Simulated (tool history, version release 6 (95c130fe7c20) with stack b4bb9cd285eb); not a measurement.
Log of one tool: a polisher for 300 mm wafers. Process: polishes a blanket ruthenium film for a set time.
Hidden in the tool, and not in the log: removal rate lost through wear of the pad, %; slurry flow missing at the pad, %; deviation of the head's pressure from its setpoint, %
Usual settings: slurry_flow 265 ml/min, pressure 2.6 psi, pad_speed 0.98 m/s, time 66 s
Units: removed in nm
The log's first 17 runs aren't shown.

run   hour  slurry_flow  pressure  pad_speed  time  wafers since the last listed run  wafers polished on this pad  hours since the slurry nozzle was cleaned  hours since the head pressure was calibrated  incoming thickness of the incoming film, nm  removed
 18  224.4          350       2.6       0.76    66                                89                          911                                       14.5                                         841.8                                        602.2     62.1
     232.7  -- worn pad replaced by a new one
       238  -- head pressure recalibrated
 19  238.7          345       2.1        0.8    66                                86                           41                                       28.8                                           0.7                                        589.7     66.9
 20  247.7          265       3.2        1.1    86                                93                          134                                       37.8                                           9.7                                        596.1    171.7
 21  283.1          265       2.6       0.98    66                               367                          502                                       73.2                                          45.1                                        592.9     91.4
 22  300.6          265       2.8       0.98    66                               181                          684                                       90.7                                          62.6                                        601.3       96
 23  318.4          265       2.6       0.78    84                               184                          869                                      108.5                                          80.4                                          594     89.9
 24  329.3          265       2.6       0.98    66                               113                          982                                      119.4                                          91.3                                        593.2     86.2
 25  342.1          265       3.3       0.98    80                               132                         1115                                      132.2                                         104.1                                        603.5    134.7
     359.2  -- worn pad replaced by a new one
 26  359.7          265       2.6       0.98    66                               141                            5                                      149.8                                         121.7                                        602.6     98.6
 27  372.9          265       2.6       0.98    66                               137                          142                                        163                                         134.9                                        608.2     95.7
 28  383.3          345       2.6       0.76    66                               108                          250                                      173.4                                         145.3                                        602.1     74.9
 29    394          265       2.6       0.98    66                               111                          361                                      184.1                                           156                                        588.4       93
 30  402.4          265       2.6       0.98    60                                87                          448                                      192.5                                         164.4                                        592.7     82.5
 31  412.7          265       2.3       0.98    47                               106                          555                                      202.8                                         174.7                                        605.6     56.4
 32  423.2          185       1.9       1.22    46                               109                          664                                      213.3                                         185.2                                        610.8     56.7
 33  435.9          265       3.1       0.98    66                               131                          796                                        226                                         197.9                                        599.7    104.6
 34  453.3          205       2.8       0.98    66                               180                          977                                      243.4                                         215.3                                        608.7     94.4
 35  460.8          265       2.6       0.66    66                                77                         1055                                      250.9                                         222.8                                        608.1     59.1
 36  470.1          265       3.3       0.98    66                                96                         1151                                      260.2                                         232.1                                        589.1    109.9
 37  480.2          240       2.1        1.1    74                               104                         1256                                      270.3                                         242.2                                        590.1     89.1

Forecast each of these 4 alternatives for the next run:
  A  480.6          265       3.4       0.98    66                                 2                         1259                                      270.7                                         242.6                                        596.9        ?
  B  480.6          265       2.6       0.98    44                                 2                         1259                                      270.7                                         242.6                                        596.9        ?
  C  480.6          265       2.6        1.2    66                                 2                         1259                                      270.7                                         242.6                                        596.9        ?
  D  480.6          265       2.1       0.98    52                                 2                         1259                                      270.7                                         242.6                                        596.9        ?

run  removed
  A      112
  B       58
  C    106.6
  D     56.3
Without the tool's hidden state the same runs would have given:
run  removed
  A    128.3
  B     66.5
  C    122.1
  D     64.5
